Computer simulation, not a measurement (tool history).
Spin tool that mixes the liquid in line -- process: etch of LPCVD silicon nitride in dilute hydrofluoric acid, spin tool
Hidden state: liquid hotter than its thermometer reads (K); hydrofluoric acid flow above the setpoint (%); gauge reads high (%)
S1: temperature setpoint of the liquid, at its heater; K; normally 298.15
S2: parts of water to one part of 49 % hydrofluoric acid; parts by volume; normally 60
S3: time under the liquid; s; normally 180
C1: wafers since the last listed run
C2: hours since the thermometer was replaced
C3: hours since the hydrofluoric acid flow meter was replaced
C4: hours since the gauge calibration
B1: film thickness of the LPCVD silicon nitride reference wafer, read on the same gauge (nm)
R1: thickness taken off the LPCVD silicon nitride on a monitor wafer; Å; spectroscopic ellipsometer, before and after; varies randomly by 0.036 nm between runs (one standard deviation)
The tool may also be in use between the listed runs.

run 1 hour=0.0 | S1=298.15 S2=60 S3=180 | C1=0 C2=2994.2 C3=512.9 C4=278.2 | B1=139.988 | R1=13.14
-- hour=0.7 gauge calibrated
run 2 hour=19.4 | S1=298.15 S2=60 S3=180 | C1=160 C2=3013.6 C3=532.3 C4=18.7 | B1=140.013 | R1=13.59
run 3 hour=44.6 | S1=298.15 S2=60 S3=180 | C1=208 C2=3038.8 C3=557.5 C4=43.9 | B1=140.020 | R1=13.40
run 4 hour=61.0 | S1=298.15 S2=60 S3=180 | C1=135 C2=3055.2 C3=573.9 C4=60.3 | B1=140.016 | R1=13.61
run 5 hour=74.8 | S1=298.15 S2=45 S3=180 | C1=114 C2=3069.0 C3=587.7 C4=74.1 | B1=140.024 | R1=18.17
run 6 hour=100.2 | S1=298.15 S2=45 S3=180 | C1=210 C2=3094.4 C3=613.1 C4=99.5 | B1=139.990 | R1=17.48
run 7 hour=130.5 | S1=298.15 S2=45 S3=180 | C1=250 C2=3124.7 C3=643.4 C4=129.8 | B1=140.002 | R1=17.82
run 8 hour=149.4 | S1=298.15 S2=60 S3=180 | C1=156 C2=3143.6 C3=662.3 C4=148.7 | B1=139.980 | R1=13.93
run 9 hour=180.4 | S1=298.15 S2=60 S3=180 | C1=256 C2=3174.6 C3=693.3 C4=179.7 | B1=139.967 | R1=13.76
run 10 hour=213.0 | S1=298.15 S2=80 S3=180 | C1=269 C2=3207.2 C3=725.9 C4=212.3 | B1=140.011 | R1=10.13
-- hour=236.0 hydrofluoric acid flow meter replaced
-- hour=237.3 thermometer replaced
run 11 hour=244.4 | S1=300.15 S2=75 S3=225 | C1=243 C2=7.1 C3=8.4 C4=243.7 | B1=140.000 | R1=15.37
run 12 hour=275.0 | S1=302.15 S2=60 S3=180 | C1=253 C2=37.7 C3=39.0 C4=274.3 | B1=139.995 | R1=18.07
run 13 hour=294.1 | S1=302.15 S2=40 S3=220 | C1=158 C2=56.8 C3=58.1 C4=293.4 | B1=139.975 | R1=32.26
-- hour=302.6 gauge calibrated
run 14 hour=310.0 | S1=298.15 S2=60 S3=180 | C1=131 C2=72.7 C3=74.0 C4=7.4 | B1=140.023 | R1=13.64
run 15 hour=332.5 | S1=298.15 S2=60 S3=180 | C1=186 C2=95.2 C3=96.5 C4=29.9 | B1=139.992 | R1=13.14
run 16 hour=362.0 | S1=295.65 S2=70 S3=180 | C1=244 C2=124.7 C3=126.0 C4=59.4 | B1=139.999 | R1=9.75
run 17 hour=390.5 | S1=298.15 S2=90 S3=255 | C1=236 C2=153.2 C3=154.5 C4=87.9 | B1=140.024 | R1=12.43
run 18 hour=410.4 | S1=298.15 S2=50 S3=180 | C1=164 C2=173.1 C3=174.4 C4=107.8 | B1=139.982 | R1=16.93
run 19 hour=440.7 | S1=302.15 S2=50 S3=275 | C1=250 C2=203.4 C3=204.7 C4=138.1 | B1=140.015 | R1=31.03

For each run, what was the tool's unlogged condition?
liquid hotter than its thermometer reads (K): 0 on each run
hydrofluoric acid flow above the setpoint (%): 0 on each run
gauge reads high (%): 0 on each run

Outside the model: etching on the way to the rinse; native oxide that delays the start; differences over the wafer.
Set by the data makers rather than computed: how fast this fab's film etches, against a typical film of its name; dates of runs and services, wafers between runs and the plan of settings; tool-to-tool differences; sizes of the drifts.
